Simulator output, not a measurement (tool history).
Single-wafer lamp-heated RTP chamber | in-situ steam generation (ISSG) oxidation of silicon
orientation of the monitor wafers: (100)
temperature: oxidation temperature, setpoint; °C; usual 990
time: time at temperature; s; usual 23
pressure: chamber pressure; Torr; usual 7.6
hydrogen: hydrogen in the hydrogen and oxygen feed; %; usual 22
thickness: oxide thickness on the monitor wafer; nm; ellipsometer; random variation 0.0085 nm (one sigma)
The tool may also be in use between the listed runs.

run    hour  temperature  time  pressure  hydrogen  read-back reference wafer on the same gauge, thickness  thickness
  1     0.0          990    23       7.6        22                                                   4.760      5.721
  2    47.0          990    23       7.6        22                                                   4.762      5.713
  3    71.7          990    23       7.6        22                                                   4.761      5.702
  4   117.8          990    23       7.6        22                                                   4.761      5.731
  5   170.6          990    23       7.6        22                                                   4.761      5.737
      232.1  -- pyrometer window cleaned and pyrometer calibrated
  6   236.3         1005    23       7.6        22                                                   4.761      6.061
  7   302.8          990    23       7.6        22                                                   4.760      5.720
  8   353.0          990    23       7.6        22                                                   4.759      5.713
  9   382.5          990    23       7.6        22                                                   4.759      5.699
 10   453.6          990    23       7.6        22                                                   4.760      5.738
 11   481.2          975    23       7.6        20                                                   4.759      5.312
 12   525.6          990    23       7.6        22                                                   4.760      5.767
      540.5  -- pyrometer window cleaned and pyrometer calibrated
 13   569.3          990    23       7.6        22                                                   4.761      5.696
 14   628.6          990    23       7.6        22                                                   4.759      5.700
 15   684.6          990    23       7.6        22                                                   4.760      5.706
      712.7  -- pressure gauge zeroed
 16   739.4          990    26       8.1        18                                                   4.760      5.790
 17   770.5          990    23       7.6        22                                                   4.758      5.733
 18   817.8          990    19       8.6        30                                                   4.760      5.666
 19   844.5          990    23       7.6        22                                                   4.763      5.772
      873.7  -- pyrometer window cleaned and pyrometer calibrated
 20   878.6          990    23       8.3        22                                                   4.760      5.699
      906.1  -- gauge calibrated
      935.0  -- hydrogen flow controller replaced
 21   935.9          976    16       6.9        16                                                   4.761      4.267
 22  1117.1          990    30       7.6        22                                                   4.761      6.529
 23  1151.3          973    23       7.6        18                                                   4.760      5.141
     1172.5  -- pyrometer window cleaned and pyrometer calibrated
 24  1201.6          996    14       8.6        22                                                   4.760      4.657
 25  1259.3          990    23       6.9        25                                                   4.760      5.873
 26  1318.6          990    23       8.2        31                                                   4.759      6.216
 27  1352.0          990    23       7.6        22                                                   4.761      5.718
 28  1388.8          975    28       7.6        22                                                   4.759      5.932
 29  1431.3          990    23       7.6        22                                                   4.759      5.757
     1461.3  -- pyrometer window cleaned and pyrometer calibrated
 30  1485.3          996    18       7.0        22                                                   4.758      5.192

What the log doesn't show, run by run:
true pressure minus gauge reading, Torr: 0 in every run
deviation of the hydrogen flow from its setpoint, %: 0 in every run
gauge reads high (%): 0 in every run
H1: true wafer temperature minus pyrometer reading, K
run      H1
  1   0.533
  2   0.777
  3   0.962
  4    1.41
  5    2.09
  6   0.278
  7   0.437
  8   0.744
  9   0.999
 10    1.84
 11    2.26
 12    3.02
 13  0.0505
 14   0.271
 15   0.686
 16    1.28
 17    1.71
 18    2.47
 19    2.97
 20   0.185
 21   0.307
 22    2.07
 23    2.64
 24   0.144
 25   0.357
 26   0.797
 27    1.14
 28    1.61
 29    2.25
 30  0.0376

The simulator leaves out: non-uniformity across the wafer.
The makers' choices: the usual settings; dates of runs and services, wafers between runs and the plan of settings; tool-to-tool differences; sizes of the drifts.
